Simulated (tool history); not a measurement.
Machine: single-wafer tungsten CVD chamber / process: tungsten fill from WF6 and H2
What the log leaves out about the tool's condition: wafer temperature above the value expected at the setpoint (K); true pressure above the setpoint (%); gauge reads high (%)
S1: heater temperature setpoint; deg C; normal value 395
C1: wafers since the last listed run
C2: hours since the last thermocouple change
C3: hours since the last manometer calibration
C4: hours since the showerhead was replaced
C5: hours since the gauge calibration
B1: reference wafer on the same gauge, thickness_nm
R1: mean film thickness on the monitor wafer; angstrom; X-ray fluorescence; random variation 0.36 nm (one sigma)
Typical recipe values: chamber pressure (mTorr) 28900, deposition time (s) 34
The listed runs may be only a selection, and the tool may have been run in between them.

{"run": 1, "hour": 0.0, "S1": 395, "chamber pressure (mTorr)": 28900, "deposition time (s)": 34, "C1": 0, "C2": 656.2, "C3": 621.2, "C4": 6805.1, "C5": 1045.9, "B1": 78.969, "R1": 819.27}
{"run": 2, "hour": 66.5, "S1": 395, "chamber pressure (mTorr)": 28900, "deposition time (s)": 34, "C1": 1406, "C2": 722.7, "C3": 687.7, "C4": 6871.6, "C5": 1112.4, "B1": 78.987, "R1": 815.3}
{"run": 3, "hour": 100.6, "S1": 406, "chamber pressure (mTorr)": 28900, "deposition time (s)": 31.7, "C1": 721, "C2": 756.8, "C3": 721.8, "C4": 6905.7, "C5": 1146.5, "B1": 78.952, "R1": 918.79}
{"run": 4, "hour": 148.1, "S1": 395, "chamber pressure (mTorr)": 28900, "deposition time (s)": 34, "C1": 1004, "C2": 804.3, "C3": 769.3, "C4": 6953.2, "C5": 1194, "B1": 79.075, "R1": 821.79}
{"run": 5, "hour": 303.4, "S1": 395, "chamber pressure (mTorr)": 28900, "deposition time (s)": 34, "C1": 3285, "C2": 959.6, "C3": 924.6, "C4": 7108.5, "C5": 1349.3, "B1": 78.963, "R1": 827.98}
{"run": 6, "hour": 371.7, "S1": 395, "chamber pressure (mTorr)": 28900, "deposition time (s)": 34, "C1": 1444, "C2": 1027.9, "C3": 992.9, "C4": 7176.8, "C5": 1417.6, "B1": 78.93, "R1": 829.45}
{"run": 7, "hour": 466.0, "S1": 395, "chamber pressure (mTorr)": 28900, "deposition time (s)": 34, "C1": 1994, "C2": 1122.2, "C3": 1087.2, "C4": 7271.1, "C5": 1511.9, "B1": 78.948, "R1": 845.63}
{"run": 8, "hour": 533.6, "S1": 395, "chamber pressure (mTorr)": 28900, "deposition time (s)": 34, "C1": 1430, "C2": 1189.8, "C3": 1154.8, "C4": 7338.7, "C5": 1579.5, "B1": 78.898, "R1": 844.1}
{"run": 9, "hour": 562.7, "S1": 395, "chamber pressure (mTorr)": 28900, "deposition time (s)": 34, "C1": 615, "C2": 1218.9, "C3": 1183.9, "C4": 7367.8, "C5": 1608.6, "B1": 79.04, "R1": 843.71}
{"hour": 597.2, "done": "gauge calibrated"}
{"run": 10, "hour": 632.1, "S1": 395, "chamber pressure (mTorr)": 28900, "deposition time (s)": 34, "C1": 1468, "C2": 1288.3, "C3": 1253.3, "C4": 7437.2, "C5": 34.9, "B1": 79.094, "R1": 848.13}
{"hour": 670.1, "done": "showerhead replaced"}
{"hour": 676.4, "done": "thermocouple changed; heater temperature recalibrated"}
{"run": 11, "hour": 681.9, "S1": 395, "chamber pressure (mTorr)": 28900, "deposition time (s)": 34, "C1": 751, "C2": 5.5, "C3": 1303.1, "C4": 11.8, "C5": 84.7, "B1": 79.036, "R1": 831.74}
{"run": 12, "hour": 739.9, "S1": 395, "chamber pressure (mTorr)": 28900, "deposition time (s)": 34, "C1": 1227, "C2": 63.5, "C3": 1361.1, "C4": 69.8, "C5": 142.7, "B1": 78.885, "R1": 838.27}
{"run": 13, "hour": 771.3, "S1": 395, "chamber pressure (mTorr)": 33500, "deposition time (s)": 29.9, "C1": 664, "C2": 94.9, "C3": 1392.5, "C4": 101.2, "C5": 174.1, "B1": 79.067, "R1": 805.34}
{"run": 14, "hour": 799.6, "S1": 395, "chamber pressure (mTorr)": 33500, "deposition time (s)": 29.9, "C1": 598, "C2": 123.2, "C3": 1420.8, "C4": 129.5, "C5": 202.4, "B1": 79.002, "R1": 800.13}
{"run": 15, "hour": 862.9, "S1": 395, "chamber pressure (mTorr)": 33500, "deposition time (s)": 29.9, "C1": 1339, "C2": 186.5, "C3": 1484.1, "C4": 192.8, "C5": 265.7, "B1": 79.055, "R1": 811.9}
{"run": 16, "hour": 887.7, "S1": 395, "chamber pressure (mTorr)": 28900, "deposition time (s)": 39.8, "C1": 524, "C2": 211.3, "C3": 1508.9, "C4": 217.6, "C5": 290.5, "B1": 78.92, "R1": 987.22}
{"run": 17, "hour": 918.8, "S1": 395, "chamber pressure (mTorr)": 24100, "deposition time (s)": 34, "C1": 657, "C2": 242.4, "C3": 1540, "C4": 248.7, "C5": 321.6, "B1": 79.141, "R1": 738.22}
{"run": 18, "hour": 963.3, "S1": 395, "chamber pressure (mTorr)": 28900, "deposition time (s)": 34, "C1": 941, "C2": 286.9, "C3": 1584.5, "C4": 293.2, "C5": 366.1, "B1": 79.041, "R1": 842.9}
{"hour": 1131.3, "done": "capacitance manometer re-zeroed and calibrated"}
{"run": 19, "hour": 1157.7, "S1": 395, "chamber pressure (mTorr)": 28900, "deposition time (s)": 34, "C1": 3943, "C2": 481.3, "C3": 26.4, "C4": 487.6, "C5": 560.5, "B1": 78.971, "R1": 812.06}
{"run": 20, "hour": 1186.6, "S1": 395, "chamber pressure (mTorr)": 34400, "deposition time (s)": 34, "C1": 611, "C2": 510.2, "C3": 55.3, "C4": 516.5, "C5": 589.4, "B1": 79.133, "R1": 907.22}
{"run": 21, "hour": 1227.1, "S1": 391, "chamber pressure (mTorr)": 21700, "deposition time (s)": 30.6, "C1": 856, "C2": 550.7, "C3": 95.8, "C4": 557, "C5": 629.9, "B1": 79.006, "R1": 549.66}
{"run": 22, "hour": 1300.6, "S1": 382, "chamber pressure (mTorr)": 23200, "deposition time (s)": 27.9, "C1": 1554, "C2": 624.2, "C3": 169.3, "C4": 630.5, "C5": 703.4, "B1": 78.99, "R1": 454.76}
{"run": 23, "hour": 1367.2, "S1": 395, "chamber pressure (mTorr)": 28900, "deposition time (s)": 34, "C1": 1408, "C2": 690.8, "C3": 235.9, "C4": 697.1, "C5": 770, "B1": 79.048, "R1": 811.68}
{"run": 24, "hour": 1426.9, "S1": 384, "chamber pressure (mTorr)": 28900, "deposition time (s)": 34, "C1": 1262, "C2": 750.5, "C3": 295.6, "C4": 756.8, "C5": 829.7, "B1": 78.971, "R1": 675.32}
{"run": 25, "hour": 1480.6, "S1": 395, "chamber pressure (mTorr)": 25700, "deposition time (s)": 34, "C1": 1136, "C2": 804.2, "C3": 349.3, "C4": 810.5, "C5": 883.4, "B1": 78.987, "R1": 754.08}
{"run": 26, "hour": 1543.1, "S1": 385, "chamber pressure (mTorr)": 28900, "deposition time (s)": 38.6, "C1": 1322, "C2": 866.7, "C3": 411.8, "C4": 873, "C5": 945.9, "B1": 79.007, "R1": 781.45}
{"run": 27, "hour": 1571.7, "S1": 382, "chamber pressure (mTorr)": 23200, "deposition time (s)": 27.9, "C1": 605, "C2": 895.3, "C3": 440.4, "C4": 901.6, "C5": 974.5, "B1": 78.867, "R1": 457.67}
{"run": 28, "hour": 1603.2, "S1": 395, "chamber pressure (mTorr)": 32300, "deposition time (s)": 38.4, "C1": 666, "C2": 926.8, "C3": 471.9, "C4": 933.1, "C5": 1006, "B1": 78.978, "R1": 1004.2}
{"run": 29, "hour": 1633.6, "S1": 383, "chamber pressure (mTorr)": 28900, "deposition time (s)": 34, "C1": 643, "C2": 957.2, "C3": 502.3, "C4": 963.5, "C5": 1036.4, "B1": 78.939, "R1": 671.7}
{"run": 30, "hour": 1674.9, "S1": 408, "chamber pressure (mTorr)": 34500, "deposition time (s)": 31.9, "C1": 873, "C2": 998.5, "C3": 543.6, "C4": 1004.8, "C5": 1077.7, "B1": 78.945, "R1": 1074.08}
{"run": 31, "hour": 1713.1, "S1": 395, "chamber pressure (mTorr)": 28900, "deposition time (s)": 34, "C1": 808, "C2": 1036.7, "C3": 581.8, "C4": 1043, "C5": 1115.9, "B1": 79.076, "R1": 835.15}
{"run": 32, "hour": 1750.7, "S1": 395, "chamber pressure (mTorr)": 28900, "deposition time (s)": 35.9, "C1": 795, "C2": 1074.3, "C3": 619.4, "C4": 1080.6, "C5": 1153.5, "B1": 78.941, "R1": 873.56}
{"run": 33, "hour": 1817.6, "S1": 404, "chamber pressure (mTorr)": 22900, "deposition time (s)": 34, "C1": 1415, "C2": 1141.2, "C3": 686.3, "C4": 1147.5, "C5": 1220.4, "B1": 78.996, "R1": 812.34}

Describe how what the log doesn't record of the tool's condition differs between the last listed run preceding each entry between runs and the first listed run following it.
Run 9 -> run 10: gauge calibrated (hour 597.2)
  wafer temperature above the value expected at the setpoint (K): 1.34 -> 1.51; true pressure above the setpoint (%): 3.83 -> 4.28
  measured value less the no-hidden-state value, R1: +39.25 -> +44.03 angstrom
Run 10 -> run 11: showerhead replaced (hour 670.1); thermocouple changed; heater temperature recalibrated (hour 676.4)
  wafer temperature above the value expected at the setpoint (K): 1.51 -> 0.023; true pressure above the setpoint (%): 4.28 -> 4.63
  measured value less the no-hidden-state value, R1: +44.03 -> +25.04 angstrom
Run 18 -> run 19: capacitance manometer re-zeroed and calibrated (hour 1131.3)
  wafer temperature above the value expected at the setpoint (K): 0.102 -> 0.246; true pressure above the setpoint (%): 6.82 -> -0.0418
  measured value less the no-hidden-state value, R1: +37.42 -> +3.13 angstrom
